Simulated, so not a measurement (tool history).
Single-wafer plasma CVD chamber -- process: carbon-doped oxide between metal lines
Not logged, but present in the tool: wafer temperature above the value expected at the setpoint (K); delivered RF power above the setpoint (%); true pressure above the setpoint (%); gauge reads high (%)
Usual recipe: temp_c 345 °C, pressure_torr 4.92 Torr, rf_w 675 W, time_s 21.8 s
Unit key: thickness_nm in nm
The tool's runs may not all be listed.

run    hour  temp_c  pressure_torr  rf_w  time_s  wafers since the last listed run  hours since the last thermocouple change  hours since the last RF generator calibration  hours since the last manometer calibration  hours since the showerhead was replaced  hours since the gauge calibration  read-back reference wafer on the same gauge, thickness_nm  thickness_nm
  1     0.0     353           4.92   605    21.8                                 0                                     971.0                                          370.5                                      1413.5                                   1760.4                             3934.2                                                    147.933       127.416
       43.3  -- gauge calibrated
  2    63.7     353           4.92   605    21.8                              1549                                    1034.7                                          434.2                                      1477.2                                   1824.1                               20.4                                                    147.802       127.166
  3   159.0     345           4.92   675    21.8                              2318                                    1130.0                                          529.5                                      1572.5                                   1919.4                              115.7                                                    148.047       140.146
  4   223.5     345           4.92   675    21.8                              1569                                    1194.5                                          594.0                                      1637.0                                   1983.9                              180.2                                                    148.062       139.415
  5   308.1     345           4.42   760    21.8                              2057                                    1279.1                                          678.6                                      1721.6                                   2068.5                              264.8                                                    148.100       147.135
      348.8  -- RF generator calibrated, repeated, since the last time left the tool worse
  6   370.6     345           4.11   590    21.8                              1325                                    1341.6                                           21.8                                      1784.1                                   2131.0                              327.3                                                    147.789       132.231
      388.4  -- capacitance manometer re-zeroed and calibrated
  7   417.6     345           4.92   675    21.8                               948                                    1388.6                                           68.8                                        29.2                                   2178.0                              374.3                                                    147.960       147.065
  8   471.4     345           4.92   675    21.8                              1308                                    1442.4                                          122.6                                        83.0                                   2231.8                              428.1                                                    148.154       146.321
  9   539.5     345           4.92   675    21.8                              1656                                    1510.5                                          190.7                                       151.1                                   2299.9                              496.2                                                    148.105       146.397
 10   626.7     338           4.92   775    21.8                              2121                                    1597.7                                          277.9                                       238.3                                   2387.1                              583.4                                                    148.220       162.490
 11   711.7     345           5.85   675    23.8                              2067                                    1682.7                                          362.9                                       323.3                                   2472.1                              668.4                                                    148.021       162.648
 12   801.9     331           4.92   545    21.8                              2194                                    1772.9                                          453.1                                       413.5                                   2562.3                              758.6                                                    147.932       136.259
 13   865.0     345           4.92   675    25.5                              1534                                    1836.0                                          516.2                                       476.6                                   2625.4                              821.7                                                    147.960       170.166
      897.6  -- thermocouple changed; heater temperature recalibrated
 14   942.2     354           4.47   640    21.8                              1683                                      44.6                                          593.4                                       553.8                                   2702.6                              898.9                                                    147.887       134.181
     1025.1  -- showerhead replaced
 15  1041.5     345           4.92   675    21.8                              2220                                     143.9                                          692.7                                       653.1                                     16.4                              998.2                                                    147.895       145.622
 16  1121.3     345           4.92   675    21.8                              1941                                     223.7                                          772.5                                       732.9                                     96.2                             1078.0                                                    147.792       145.795
 17  1196.6     345           3.77   675    21.8                              1831                                     299.0                                          847.8                                       808.2                                    171.5                             1153.3                                                    148.129       140.238
 18  1273.7     345           5.70   800    21.8                              1875                                     376.1                                          924.9                                       885.3                                    248.6                             1230.4                                                    148.141       162.120
 19  1319.4     345           4.09   675    21.8                              1111                                     421.8                                          970.6                                       931.0                                    294.3                             1276.1                                                    148.047       141.019
 20  1415.4     330           4.92   675    23.6                              2335                                     517.8                                         1066.6                                      1027.0                                    390.3                             1372.1                                                    148.047       164.008
 21  1497.8     339           4.92   675    21.8                              2004                                     600.2                                         1149.0                                      1109.4                                    472.7                             1454.5                                                    148.084       147.155
 22  1544.2     345           4.92   675    25.9                              1128                                     646.6                                         1195.4                                      1155.8                                    519.1                             1500.9                                                    148.028       170.585
 23  1586.0     351           4.32   735    18.6                              1016                                     688.4                                         1237.2                                      1197.6                                    560.9                             1542.7                                                    148.116       124.208
     1649.7  -- RF generator calibrated
 24  1672.6     354           5.51   795    20.1                              1912                                     775.0                                           22.9                                      1284.2                                    647.5                             1629.3                                                    147.780       147.843
 25  1750.3     345           4.92   675    21.8                              1890                                     852.7                                          100.6                                      1361.9                                    725.2                             1707.0                                                    148.097       146.461
 26  1793.8     333           4.33   675    24.8                              1058                                     896.2                                          144.1                                      1405.4                                    768.7                             1750.5                                                    147.959       170.695
 27  1876.5     330           4.92   675    23.6                              2011                                     978.9                                          226.8                                      1488.1                                    851.4                             1833.2                                                    148.029       168.038
 28  2041.8     345           5.50   675    21.8                              4021                                    1144.2                                          392.1                                      1653.4                                   1016.7                             1998.5                                                    148.151       148.694

State the hidden condition of the tool at each of the runs:
wafer temperature above the value expected at the setpoint (K): 0 at every run
true pressure above the setpoint (%): 0 at every run
gauge reads high (%): 0 at every run
H1: delivered RF power above the setpoint (%)
run      H1
  1   -9.22
  2   -9.45
  3   -9.79
  4     -10
  5   -10.3
  6  -0.119
  7  -0.286
  8  -0.478
  9  -0.721
 10   -1.03
 11   -1.33
 12   -1.66
 13   -1.88
 14   -2.16
 15   -2.51
 16   -2.79
 17   -3.06
 18   -3.34
 19    -3.5
 20   -3.84
 21   -4.14
 22    -4.3
 23   -4.45
 24  -0.122
 25  -0.399
 26  -0.554
 27  -0.849
 28   -1.44
